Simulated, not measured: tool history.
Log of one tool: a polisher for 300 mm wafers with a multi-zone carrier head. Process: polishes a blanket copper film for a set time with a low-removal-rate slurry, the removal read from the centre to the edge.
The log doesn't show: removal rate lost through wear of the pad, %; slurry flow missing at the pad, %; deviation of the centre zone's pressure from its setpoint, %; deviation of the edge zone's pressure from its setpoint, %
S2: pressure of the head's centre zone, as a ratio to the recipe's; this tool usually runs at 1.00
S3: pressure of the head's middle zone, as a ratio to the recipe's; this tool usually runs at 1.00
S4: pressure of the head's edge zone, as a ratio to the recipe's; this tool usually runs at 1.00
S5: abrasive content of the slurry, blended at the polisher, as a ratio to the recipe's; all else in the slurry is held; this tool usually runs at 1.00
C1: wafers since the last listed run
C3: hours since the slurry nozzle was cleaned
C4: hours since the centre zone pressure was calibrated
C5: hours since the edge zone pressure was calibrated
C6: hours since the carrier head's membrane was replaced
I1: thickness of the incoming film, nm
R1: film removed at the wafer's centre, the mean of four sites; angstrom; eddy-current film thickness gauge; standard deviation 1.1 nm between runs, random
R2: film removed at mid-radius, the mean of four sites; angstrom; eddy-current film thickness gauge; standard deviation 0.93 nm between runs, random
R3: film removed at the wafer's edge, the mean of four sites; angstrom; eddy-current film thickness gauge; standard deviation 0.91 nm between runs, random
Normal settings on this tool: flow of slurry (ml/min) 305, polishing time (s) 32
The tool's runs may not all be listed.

{"run": 1, "day": 0.0, "flow of slurry (ml/min)": 370, "S2": 1.0, "S3": 1.0, "S4": 1.0, "S5": 1.0, "polishing time (s)": 24, "C1": 0, "wafers polished on this pad": 1646, "C3": 46.4, "C4": 488.3, "C5": 303.3, "C6": 744.2, "I1": 924.9, "R1": 597, "R2": 671, "R3": 669}
{"day": 1.192, "done": "centre zone pressure recalibrated"}
{"run": 2, "day": 1.862, "flow of slurry (ml/min)": 370, "S2": 1.0, "S3": 1.0, "S4": 1.0, "S5": 1.0, "polishing time (s)": 24, "C1": 589, "wafers polished on this pad": 2235, "C3": 91.1, "C4": 16.1, "C5": 348.0, "C6": 788.9, "I1": 920.1, "R1": 656, "R2": 649, "R3": 654}
{"day": 2.012, "done": "edge zone pressure recalibrated"}
{"run": 3, "day": 3.233, "flow of slurry (ml/min)": 305, "S2": 1.0, "S3": 1.0, "S4": 1.0, "S5": 0.9, "polishing time (s)": 32, "C1": 426, "wafers polished on this pad": 2661, "C3": 124.0, "C4": 49.0, "C5": 29.3, "C6": 821.8, "I1": 927.7, "R1": 849, "R2": 833, "R3": 832}
{"run": 4, "day": 5.358, "flow of slurry (ml/min)": 385, "S2": 1.0, "S3": 1.0, "S4": 1.0, "S5": 1.0, "polishing time (s)": 32, "C1": 703, "wafers polished on this pad": 3365, "C3": 175.0, "C4": 100.0, "C5": 80.3, "C6": 872.8, "I1": 936.7, "R1": 851, "R2": 852, "R3": 849}
{"day": 5.996, "done": "carrier head's membrane replaced by a new one"}
{"run": 5, "day": 7.196, "flow of slurry (ml/min)": 385, "S2": 1.0, "S3": 1.0, "S4": 1.0, "S5": 1.0, "polishing time (s)": 32, "C1": 539, "wafers polished on this pad": 3905, "C3": 219.1, "C4": 144.1, "C5": 124.4, "C6": 28.8, "I1": 940.1, "R1": 842, "R2": 839, "R3": 839}
{"run": 6, "day": 10.133, "flow of slurry (ml/min)": 385, "S2": 1.0, "S3": 1.0, "S4": 1.0, "S5": 1.0, "polishing time (s)": 32, "C1": 972, "wafers polished on this pad": 4877, "C3": 289.6, "C4": 214.6, "C5": 194.9, "C6": 99.3, "I1": 915.0, "R1": 808, "R2": 819, "R3": 829}
{"day": 10.642, "done": "worn pad replaced by a new one"}
{"run": 7, "day": 11.933, "flow of slurry (ml/min)": 305, "S2": 1.0, "S3": 1.0, "S4": 1.0, "S5": 1.0, "polishing time (s)": 32, "C1": 540, "wafers polished on this pad": 427, "C3": 332.8, "C4": 257.8, "C5": 238.1, "C6": 142.5, "I1": 921.3, "R1": 879, "R2": 903, "R3": 906}
{"day": 12.579, "done": "slurry nozzle cleaned"}
{"run": 8, "day": 13.588, "flow of slurry (ml/min)": 305, "S2": 0.92, "S3": 0.92, "S4": 0.91, "S5": 1.0, "polishing time (s)": 32, "C1": 533, "wafers polished on this pad": 961, "C3": 24.2, "C4": 297.5, "C5": 277.8, "C6": 182.2, "I1": 933.5, "R1": 790, "R2": 838, "R3": 866}
{"run": 9, "day": 14.921, "flow of slurry (ml/min)": 305, "S2": 1.0, "S3": 1.0, "S4": 1.0, "S5": 1.0, "polishing time (s)": 32, "C1": 441, "wafers polished on this pad": 1403, "C3": 56.2, "C4": 329.5, "C5": 309.8, "C6": 214.2, "I1": 918.6, "R1": 841, "R2": 875, "R3": 883}
{"day": 16.412, "done": "edge zone pressure recalibrated"}
{"run": 10, "day": 17.783, "flow of slurry (ml/min)": 305, "S2": 1.0, "S3": 1.0, "S4": 0.9, "S5": 0.75, "polishing time (s)": 32, "C1": 920, "wafers polished on this pad": 2323, "C3": 124.9, "C4": 398.2, "C5": 32.9, "C6": 282.9, "I1": 938.3, "R1": 758, "R2": 816, "R3": 774}
{"run": 11, "day": 19.975, "flow of slurry (ml/min)": 305, "S2": 1.0, "S3": 1.09, "S4": 1.0, "S5": 0.75, "polishing time (s)": 32, "C1": 725, "wafers polished on this pad": 3049, "C3": 177.5, "C4": 450.8, "C5": 85.5, "C6": 335.5, "I1": 929.6, "R1": 727, "R2": 854, "R3": 807}
{"run": 12, "day": 22.492, "flow of slurry (ml/min)": 305, "S2": 1.0, "S3": 1.06, "S4": 0.95, "S5": 1.0, "polishing time (s)": 32, "C1": 833, "wafers polished on this pad": 3882, "C3": 237.9, "C4": 511.2, "C5": 145.9, "C6": 395.9, "I1": 921.5, "R1": 715, "R2": 862, "R3": 820}
{"day": 22.7, "done": "centre zone pressure recalibrated"}
{"run": 13, "day": 24.304, "flow of slurry (ml/min)": 225, "S2": 1.0, "S3": 1.0, "S4": 1.0, "S5": 1.0, "polishing time (s)": 32, "C1": 572, "wafers polished on this pad": 4455, "C3": 281.4, "C4": 38.5, "C5": 189.4, "C6": 439.4, "I1": 932.9, "R1": 816, "R2": 801, "R3": 795}
{"day": 26.771, "done": "worn pad replaced by a new one"}
{"run": 14, "day": 27.038, "flow of slurry (ml/min)": 305, "S2": 1.0, "S3": 1.0, "S4": 1.0, "S5": 1.0, "polishing time (s)": 32, "C1": 849, "wafers polished on this pad": 88, "C3": 347.0, "C4": 104.1, "C5": 255.0, "C6": 505.0, "I1": 926.2, "R1": 924, "R2": 912, "R3": 901}
{"day": 27.988, "done": "slurry nozzle cleaned"}
{"day": 29.971, "done": "edge zone pressure recalibrated"}
{"run": 15, "day": 35.508, "flow of slurry (ml/min)": 305, "S2": 0.92, "S3": 1.0, "S4": 1.0, "S5": 1.15, "polishing time (s)": 39, "C1": 2763, "wafers polished on this pad": 2852, "C3": 180.5, "C4": 307.4, "C5": 132.9, "C6": 708.3, "I1": 936.6, "R1": 933, "R2": 1056, "R3": 1075}
{"day": 37.262, "done": "carrier head's membrane replaced by a new one"}
{"run": 16, "day": 38.388, "flow of slurry (ml/min)": 305, "S2": 1.0, "S3": 1.0, "S4": 1.0, "S5": 1.0, "polishing time (s)": 32, "C1": 884, "wafers polished on this pad": 3736, "C3": 249.6, "C4": 376.5, "C5": 202.0, "C6": 27.0, "I1": 941.9, "R1": 775, "R2": 816, "R3": 826}
{"day": 40.192, "done": "centre zone pressure recalibrated"}
{"run": 17, "day": 40.538, "flow of slurry (ml/min)": 305, "S2": 1.0, "S3": 1.0, "S4": 1.0, "S5": 1.0, "polishing time (s)": 32, "C1": 684, "wafers polished on this pad": 4421, "C3": 301.2, "C4": 8.3, "C5": 253.6, "C6": 78.6, "I1": 936.3, "R1": 823, "R2": 813, "R3": 812}
{"day": 42.675, "done": "edge zone pressure recalibrated"}
{"day": 43.062, "done": "worn pad replaced by a new one"}
{"run": 18, "day": 43.083, "flow of slurry (ml/min)": 305, "S2": 1.0, "S3": 1.0, "S4": 1.0, "S5": 1.0, "polishing time (s)": 40, "C1": 760, "wafers polished on this pad": 6, "C3": 362.3, "C4": 69.4, "C5": 9.8, "C6": 139.7, "I1": 921.4, "R1": 1175, "R2": 1138, "R3": 1147}
{"run": 19, "day": 44.338, "flow of slurry (ml/min)": 385, "S2": 1.12, "S3": 1.0, "S4": 1.0, "S5": 0.75, "polishing time (s)": 32, "C1": 415, "wafers polished on this pad": 421, "C3": 392.4, "C4": 99.5, "C5": 39.9, "C6": 169.8, "I1": 939.8, "R1": 1006, "R2": 888, "R3": 869}
{"day": 44.888, "done": "slurry nozzle cleaned"}
{"run": 20, "day": 46.646, "flow of slurry (ml/min)": 370, "S2": 1.0, "S3": 1.0, "S4": 1.0, "S5": 1.0, "polishing time (s)": 24, "C1": 750, "wafers polished on this pad": 1172, "C3": 42.2, "C4": 154.9, "C5": 95.3, "C6": 225.2, "I1": 936.8, "R1": 684, "R2": 672, "R3": 672}
{"run": 21, "day": 48.388, "flow of slurry (ml/min)": 305, "S2": 1.1, "S3": 1.0, "S4": 1.0, "S5": 1.0, "polishing time (s)": 32, "C1": 576, "wafers polished on this pad": 1748, "C3": 84.0, "C4": 196.7, "C5": 137.1, "C6": 267.0, "I1": 930.4, "R1": 972, "R2": 877, "R3": 880}
{"run": 22, "day": 55.696, "flow of slurry (ml/min)": 305, "S2": 1.1, "S3": 1.0, "S4": 1.1, "S5": 0.85, "polishing time (s)": 32, "C1": 2420, "wafers polished on this pad": 4169, "C3": 259.4, "C4": 372.1, "C5": 312.5, "C6": 442.4, "I1": 931.5, "R1": 823, "R2": 793, "R3": 835}

Consider 3 possible next runs. They are alternatives, not a sequence: every one starts from the tool as it was left by run 22. What does each give?
{"run": "A", "day": 55.712, "flow of slurry (ml/min)": 305, "S2": 1.0, "S3": 0.96, "S4": 1.0, "S5": 1.0, "polishing time (s)": 32, "C1": 5, "wafers polished on this pad": 4174, "C3": 259.8, "C4": 372.5, "C5": 312.9, "C6": 442.8, "I1": 939.3, "R1": "?", "R2": "?", "R3": "?"}
{"run": "B", "day": 55.712, "flow of slurry (ml/min)": 380, "S2": 0.97, "S3": 1.0, "S4": 1.12, "S5": 1.0, "polishing time (s)": 32, "C1": 5, "wafers polished on this pad": 4174, "C3": 259.8, "C4": 372.5, "C5": 312.9, "C6": 442.8, "I1": 939.3, "R1": "?", "R2": "?", "R3": "?"}
{"run": "C", "day": 55.712, "flow of slurry (ml/min)": 305, "S2": 1.0, "S3": 1.1, "S4": 1.0, "S5": 1.0, "polishing time (s)": 32, "C1": 5, "wafers polished on this pad": 4174, "C3": 259.8, "C4": 372.5, "C5": 312.9, "C6": 442.8, "I1": 939.3, "R1": "?", "R2": "?", "R3": "?"}

run=A R1=765 R2=801 R3=822
run=B R1=756 R2=844 R3=868
run=C R1=766 R2=899 R3=820
With no hidden state in the tool, these same runs would have given:
run=A R1=937 R2=899 R3=922
run=B R1=927 R2=946 R3=974
run=C R1=938 R2=1008 R3=920

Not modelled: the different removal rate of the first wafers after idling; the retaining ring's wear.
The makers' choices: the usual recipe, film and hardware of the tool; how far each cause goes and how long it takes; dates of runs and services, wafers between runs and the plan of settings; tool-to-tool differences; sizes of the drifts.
